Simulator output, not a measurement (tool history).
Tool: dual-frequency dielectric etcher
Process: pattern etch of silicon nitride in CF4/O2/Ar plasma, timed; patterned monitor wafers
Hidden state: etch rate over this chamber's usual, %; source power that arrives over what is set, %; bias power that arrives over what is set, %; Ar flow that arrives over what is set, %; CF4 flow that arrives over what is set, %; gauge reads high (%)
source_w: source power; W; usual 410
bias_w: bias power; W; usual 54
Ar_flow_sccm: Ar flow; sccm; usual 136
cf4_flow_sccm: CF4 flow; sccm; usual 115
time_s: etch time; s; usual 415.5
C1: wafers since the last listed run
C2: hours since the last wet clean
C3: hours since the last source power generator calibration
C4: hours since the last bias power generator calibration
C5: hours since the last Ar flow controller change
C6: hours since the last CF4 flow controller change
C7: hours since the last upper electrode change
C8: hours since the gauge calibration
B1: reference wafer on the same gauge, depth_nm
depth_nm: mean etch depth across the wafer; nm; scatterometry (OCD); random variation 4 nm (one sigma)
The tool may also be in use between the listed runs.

{"run": 1, "day": 0.0, "source_w": 410, "bias_w": 54, "Ar_flow_sccm": 136, "cf4_flow_sccm": 115, "time_s": 479, "C1": 0, "C2": 198.3, "C3": 964.4, "C4": 2669.2, "C5": 6117.6, "C6": 3059.7, "C7": 2873, "C8": 393.2, "B1": 679.7, "depth_nm": 801.6}
{"run": 2, "day": 2.275, "source_w": 410, "bias_w": 54, "Ar_flow_sccm": 136, "cf4_flow_sccm": 115, "time_s": 415.5, "C1": 217, "C2": 252.9, "C3": 1019, "C4": 2723.8, "C5": 6172.2, "C6": 3114.3, "C7": 2927.6, "C8": 447.8, "B1": 679.4, "depth_nm": 701}
{"day": 6.438, "done": "wet clean of the chamber"}
{"run": 3, "day": 6.458, "source_w": 330, "bias_w": 54, "Ar_flow_sccm": 136, "cf4_flow_sccm": 126, "time_s": 415.5, "C1": 305, "C2": 0.5, "C3": 1119.4, "C4": 2824.2, "C5": 6272.6, "C6": 3214.7, "C7": 3028, "C8": 548.2, "B1": 679.7, "depth_nm": 583.6}
{"day": 13.167, "done": "gauge calibrated"}
{"run": 4, "day": 14.817, "source_w": 410, "bias_w": 54, "Ar_flow_sccm": 136, "cf4_flow_sccm": 115, "time_s": 415.5, "C1": 800, "C2": 201.1, "C3": 1320, "C4": 3024.8, "C5": 6473.2, "C6": 3415.3, "C7": 3228.6, "C8": 39.6, "B1": 681.3, "depth_nm": 692.5}
{"run": 5, "day": 17.2, "source_w": 410, "bias_w": 54, "Ar_flow_sccm": 136, "cf4_flow_sccm": 115, "time_s": 415.5, "C1": 228, "C2": 258.3, "C3": 1377.2, "C4": 3082, "C5": 6530.4, "C6": 3472.5, "C7": 3285.8, "C8": 96.8, "B1": 679.6, "depth_nm": 704.2}
{"run": 6, "day": 20.083, "source_w": 410, "bias_w": 54, "Ar_flow_sccm": 136, "cf4_flow_sccm": 115, "time_s": 415.5, "C1": 276, "C2": 327.5, "C3": 1446.4, "C4": 3151.2, "C5": 6599.6, "C6": 3541.7, "C7": 3355, "C8": 166, "B1": 679.8, "depth_nm": 704.1}
{"day": 23.492, "done": "upper electrode replaced"}
{"day": 23.762, "done": "wet clean of the chamber"}
{"run": 7, "day": 24.404, "source_w": 410, "bias_w": 54, "Ar_flow_sccm": 136, "cf4_flow_sccm": 115, "time_s": 415.5, "C1": 292, "C2": 15.4, "C3": 1550.1, "C4": 3254.9, "C5": 6703.3, "C6": 3645.4, "C7": 21.9, "C8": 269.7, "B1": 679.7, "depth_nm": 680}
{"day": 24.608, "done": "bias power generator calibrated"}
{"run": 8, "day": 26.392, "source_w": 410, "bias_w": 54, "Ar_flow_sccm": 136, "cf4_flow_sccm": 115, "time_s": 415.5, "C1": 174, "C2": 63.1, "C3": 1597.8, "C4": 42.8, "C5": 6751, "C6": 3693.1, "C7": 69.6, "C8": 317.4, "B1": 679.7, "depth_nm": 688.5}
{"run": 9, "day": 28.021, "source_w": 410, "bias_w": 54, "Ar_flow_sccm": 136, "cf4_flow_sccm": 115, "time_s": 358, "C1": 156, "C2": 102.2, "C3": 1636.9, "C4": 81.9, "C5": 6790.1, "C6": 3732.2, "C7": 108.7, "C8": 356.5, "B1": 680.1, "depth_nm": 584.5}
{"day": 31.246, "done": "Ar flow controller replaced"}
{"run": 10, "day": 32.121, "source_w": 410, "bias_w": 54, "Ar_flow_sccm": 136, "cf4_flow_sccm": 95, "time_s": 373.5, "C1": 368, "C2": 200.6, "C3": 1735.3, "C4": 180.3, "C5": 21, "C6": 3830.6, "C7": 207.1, "C8": 454.9, "B1": 679, "depth_nm": 611.9}
{"day": 33.688, "done": "CF4 flow controller replaced"}
{"run": 11, "day": 35.896, "source_w": 410, "bias_w": 67, "Ar_flow_sccm": 136, "cf4_flow_sccm": 124, "time_s": 415.5, "C1": 337, "C2": 291.2, "C3": 1825.9, "C4": 270.9, "C5": 111.6, "C6": 53, "C7": 297.7, "C8": 545.5, "B1": 679, "depth_nm": 773.1}
{"day": 36.958, "done": "source power generator calibrated"}
{"run": 12, "day": 39.5, "source_w": 380, "bias_w": 48, "Ar_flow_sccm": 136, "cf4_flow_sccm": 115, "time_s": 344, "C1": 329, "C2": 377.7, "C3": 61, "C4": 357.4, "C5": 198.1, "C6": 139.5, "C7": 384.2, "C8": 632, "B1": 679.5, "depth_nm": 530.7}
{"day": 41.383, "done": "wet clean of the chamber"}
{"run": 13, "day": 42.612, "source_w": 410, "bias_w": 54, "Ar_flow_sccm": 136, "cf4_flow_sccm": 95, "time_s": 415.5, "C1": 202, "C2": 29.5, "C3": 135.7, "C4": 432.1, "C5": 272.8, "C6": 214.2, "C7": 458.9, "C8": 706.7, "B1": 679.7, "depth_nm": 661.2}
{"run": 14, "day": 46.179, "source_w": 410, "bias_w": 54, "Ar_flow_sccm": 136, "cf4_flow_sccm": 95, "time_s": 373.5, "C1": 341, "C2": 115.1, "C3": 221.3, "C4": 517.7, "C5": 358.4, "C6": 299.8, "C7": 544.5, "C8": 792.3, "B1": 680.3, "depth_nm": 599.7}
{"day": 46.354, "done": "gauge calibrated"}
{"run": 15, "day": 49.554, "source_w": 340, "bias_w": 44, "Ar_flow_sccm": 136, "cf4_flow_sccm": 101, "time_s": 368, "C1": 323, "C2": 196.1, "C3": 302.3, "C4": 598.7, "C5": 439.4, "C6": 380.8, "C7": 625.5, "C8": 76.8, "B1": 680.4, "depth_nm": 483.8}
{"run": 16, "day": 52.083, "source_w": 410, "bias_w": 54, "Ar_flow_sccm": 136, "cf4_flow_sccm": 115, "time_s": 484.5, "C1": 242, "C2": 256.8, "C3": 363, "C4": 659.4, "C5": 500.1, "C6": 441.5, "C7": 686.2, "C8": 137.5, "B1": 680, "depth_nm": 819.3}
{"run": 17, "day": 55.467, "source_w": 410, "bias_w": 54, "Ar_flow_sccm": 164, "cf4_flow_sccm": 128, "time_s": 415.5, "C1": 324, "C2": 338, "C3": 444.2, "C4": 740.6, "C5": 581.3, "C6": 522.7, "C7": 767.4, "C8": 218.7, "B1": 679.4, "depth_nm": 692.7}
{"day": 58.588, "done": "wet clean of the chamber"}
{"run": 18, "day": 59.408, "source_w": 410, "bias_w": 59, "Ar_flow_sccm": 104, "cf4_flow_sccm": 115, "time_s": 415.5, "C1": 281, "C2": 19.7, "C3": 538.8, "C4": 835.2, "C5": 675.9, "C6": 617.3, "C7": 862, "C8": 313.3, "B1": 681.1, "depth_nm": 719.8}

3 ways to go on from here, each from the tool as it stands after run 18. What would each give?
{"run": "A", "day": 59.429, "source_w": 410, "bias_w": 54, "Ar_flow_sccm": 136, "cf4_flow_sccm": 106, "time_s": 415.5, "C1": 1, "C2": 20.2, "C3": 539.3, "C4": 835.7, "C5": 676.4, "C6": 617.8, "C7": 862.5, "C8": 313.8, "B1": "?", "depth_nm": "?"}
{"run": "B", "day": 59.429, "source_w": 480, "bias_w": 46, "Ar_flow_sccm": 136, "cf4_flow_sccm": 115, "time_s": 350, "C1": 1, "C2": 20.2, "C3": 539.3, "C4": 835.7, "C5": 676.4, "C6": 617.8, "C7": 862.5, "C8": 313.8, "B1": "?", "depth_nm": "?"}
{"run": "C", "day": 59.429, "source_w": 410, "bias_w": 65, "Ar_flow_sccm": 136, "cf4_flow_sccm": 115, "time_s": 534, "C1": 1, "C2": 20.2, "C3": 539.3, "C4": 835.7, "C5": 676.4, "C6": 617.8, "C7": 862.5, "C8": 313.8, "B1": "?", "depth_nm": "?"}

run=A B1=681.1 depth_nm=680.3
run=B B1=681.1 depth_nm=611.1
run=C B1=681.1 depth_nm=950.1
Without the tool's hidden state the same runs would have given:
run=A depth_nm=674.6
run=B depth_nm=606
run=C depth_nm=942.2
